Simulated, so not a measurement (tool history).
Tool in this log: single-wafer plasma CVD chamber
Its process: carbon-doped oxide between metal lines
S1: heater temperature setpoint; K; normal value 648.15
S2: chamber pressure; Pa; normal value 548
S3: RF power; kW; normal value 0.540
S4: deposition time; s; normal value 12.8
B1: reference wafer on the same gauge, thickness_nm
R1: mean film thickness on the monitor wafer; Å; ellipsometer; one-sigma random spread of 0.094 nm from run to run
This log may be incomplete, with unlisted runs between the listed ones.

Run 1, hour 0.0: usual settings but S1 638.15 K; B1 58.501. Result: R1 649.47 Å.
Run 2, hour 10.0: usual settings; B1 58.486. Result: R1 631.72 Å.
Run 3, hour 22.0: usual settings; B1 58.501. Result: R1 631.34 Å.
Run 4, hour 36.3: usual settings; B1 58.521. Result: R1 631.37 Å.
Run 5, hour 47.0: usual settings but S2 597 Pa; B1 58.508. Result: R1 637.95 Å.
Run 6, hour 62.3: usual settings but S2 597 Pa; B1 58.492. Result: R1 640.23 Å.
Run 7, hour 69.0: usual settings; B1 58.513. Result: R1 633.50 Å.
Run 8, hour 85.8: usual settings; B1 58.484. Result: R1 634.15 Å.
Run 9, hour 95.7: usual settings; B1 58.518. Result: R1 633.34 Å.
Run 10, hour 103.4: usual settings but S3 0.470 kW; B1 58.474. Result: R1 592.91 Å.
At hour 109.5: gauge calibrated.
At hour 119.2: capacitance manometer re-zeroed and calibrated.
Run 11, hour 119.7: usual settings but S3 0.470 kW; B1 58.473. Result: R1 591.60 Å.
Run 12, hour 121.6: usual settings but S1 637.15 K, S3 0.485 kW; B1 58.498. Result: R1 620.24 Å.
Run 13, hour 136.9: usual settings; B1 58.506. Result: R1 632.74 Å.
At hour 150.6: RF generator calibrated.
Run 14, hour 151.1: usual settings but S2 440 Pa, S4 14.9 s; B1 58.505. Result: R1 718.95 Å.
Run 15, hour 152.2: usual settings; B1 58.506. Result: R1 632.44 Å.

Estimate the outcome of run 16 from the log above:
Run 16, hour 165.5: usual settings but S1 639.15 K, S2 584 Pa, S3 0.580 kW, S4 14.2 s; B1 ?. Result: R1 ?.

B1: 58.489
R1: 749.44 Å
On a tool with no hidden condition, and with the same random variation, this run would have come out at R1 739.62 Å.

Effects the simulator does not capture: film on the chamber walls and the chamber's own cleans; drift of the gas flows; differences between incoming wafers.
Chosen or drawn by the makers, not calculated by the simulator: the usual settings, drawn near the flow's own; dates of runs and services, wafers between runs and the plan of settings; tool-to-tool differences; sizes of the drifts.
